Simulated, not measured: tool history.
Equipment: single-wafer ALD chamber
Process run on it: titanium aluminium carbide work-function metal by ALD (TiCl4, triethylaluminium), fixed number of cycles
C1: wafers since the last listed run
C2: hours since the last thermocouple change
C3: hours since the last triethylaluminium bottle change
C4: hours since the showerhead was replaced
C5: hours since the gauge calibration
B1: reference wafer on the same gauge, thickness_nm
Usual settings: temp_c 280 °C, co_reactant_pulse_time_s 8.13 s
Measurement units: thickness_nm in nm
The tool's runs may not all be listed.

run 1 hour=0.0 | temp_c=280 co_reactant_pulse_time_s=8.13 | C1=0 C2=753.4 C3=1903.0 C4=7414.3 C5=398.5 | B1=1.660 | thickness_nm=1.710
run 2 hour=28.6 | temp_c=280 co_reactant_pulse_time_s=8.13 | C1=366 C2=782.0 C3=1931.6 C4=7442.9 C5=427.1 | B1=1.661 | thickness_nm=1.709
-- hour=36.5 gauge calibrated
run 3 hour=50.1 | temp_c=280 co_reactant_pulse_time_s=8.13 | C1=275 C2=803.5 C3=1953.1 C4=7464.4 C5=13.6 | B1=1.659 | thickness_nm=1.706
run 4 hour=74.1 | temp_c=274 co_reactant_pulse_time_s=9.25 | C1=307 C2=827.5 C3=1977.1 C4=7488.4 C5=37.6 | B1=1.660 | thickness_nm=1.681
run 5 hour=92.2 | temp_c=274 co_reactant_pulse_time_s=9.25 | C1=231 C2=845.6 C3=1995.2 C4=7506.5 C5=55.7 | B1=1.660 | thickness_nm=1.688
run 6 hour=108.9 | temp_c=274 co_reactant_pulse_time_s=9.25 | C1=213 C2=862.3 C3=2011.9 C4=7523.2 C5=72.4 | B1=1.661 | thickness_nm=1.686
run 7 hour=140.4 | temp_c=273 co_reactant_pulse_time_s=9.07 | C1=403 C2=893.8 C3=2043.4 C4=7554.7 C5=103.9 | B1=1.661 | thickness_nm=1.671
run 8 hour=152.8 | temp_c=273 co_reactant_pulse_time_s=9.07 | C1=158 C2=906.2 C3=2055.8 C4=7567.1 C5=116.3 | B1=1.660 | thickness_nm=1.661
run 9 hour=170.5 | temp_c=273 co_reactant_pulse_time_s=9.07 | C1=226 C2=923.9 C3=2073.5 C4=7584.8 C5=134.0 | B1=1.660 | thickness_nm=1.663
run 10 hour=206.2 | temp_c=280 co_reactant_pulse_time_s=9.44 | C1=456 C2=959.6 C3=2109.2 C4=7620.5 C5=169.7 | B1=1.661 | thickness_nm=1.737
run 11 hour=224.5 | temp_c=280 co_reactant_pulse_time_s=8.13 | C1=234 C2=977.9 C3=2127.5 C4=7638.8 C5=188.0 | B1=1.660 | thickness_nm=1.698
-- hour=240.5 triethylaluminium bottle replaced
-- hour=241.9 showerhead replaced
run 12 hour=257.1 | temp_c=280 co_reactant_pulse_time_s=8.13 | C1=296 C2=1010.5 C3=16.6 C4=15.2 C5=220.6 | B1=1.660 | thickness_nm=1.688
run 13 hour=283.7 | temp_c=286 co_reactant_pulse_time_s=10.09 | C1=340 C2=1037.1 C3=43.2 C4=41.8 C5=247.2 | B1=1.660 | thickness_nm=1.806
run 14 hour=313.2 | temp_c=266 co_reactant_pulse_time_s=5.33 | C1=377 C2=1066.6 C3=72.7 C4=71.3 C5=276.7 | B1=1.660 | thickness_nm=1.419
run 15 hour=340.5 | temp_c=284 co_reactant_pulse_time_s=8.13 | C1=349 C2=1093.9 C3=100.0 C4=98.6 C5=304.0 | B1=1.660 | thickness_nm=1.737
-- hour=364.9 thermocouple changed; heater temperature recalibrated
run 16 hour=375.0 | temp_c=280 co_reactant_pulse_time_s=4.88 | C1=339 C2=10.1 C3=134.5 C4=133.1 C5=338.5 | B1=1.662 | thickness_nm=1.588
run 17 hour=410.4 | temp_c=276 co_reactant_pulse_time_s=8.13 | C1=453 C2=45.5 C3=169.9 C4=168.5 C5=373.9 | B1=1.660 | thickness_nm=1.761
run 18 hour=422.7 | temp_c=280 co_reactant_pulse_time_s=9.33 | C1=157 C2=57.8 C3=182.2 C4=180.8 C5=386.2 | B1=1.659 | thickness_nm=1.838
-- hour=434.1 thermocouple changed; heater temperature recalibrated, repeated, since the last time left the tool worse
run 19 hour=451.2 | temp_c=286 co_reactant_pulse_time_s=5.79 | C1=262 C2=17.1 C3=210.7 C4=209.3 C5=414.7 | B1=1.661 | thickness_nm=1.659

The next listed run, before its measurement:
-- hour=452.5 gauge calibrated
run 20 hour=465.4 | temp_c=280 co_reactant_pulse_time_s=8.13 | C1=181 C2=31.3 C3=224.9 C4=223.5 C5=12.9 | B1=? | thickness_nm=?

Logged for run 20: B1 1.660, thickness_nm 1.730 nm.
On a tool with no hidden condition, and with the same random variation, this run would have come out at thickness_nm 1.742 nm.
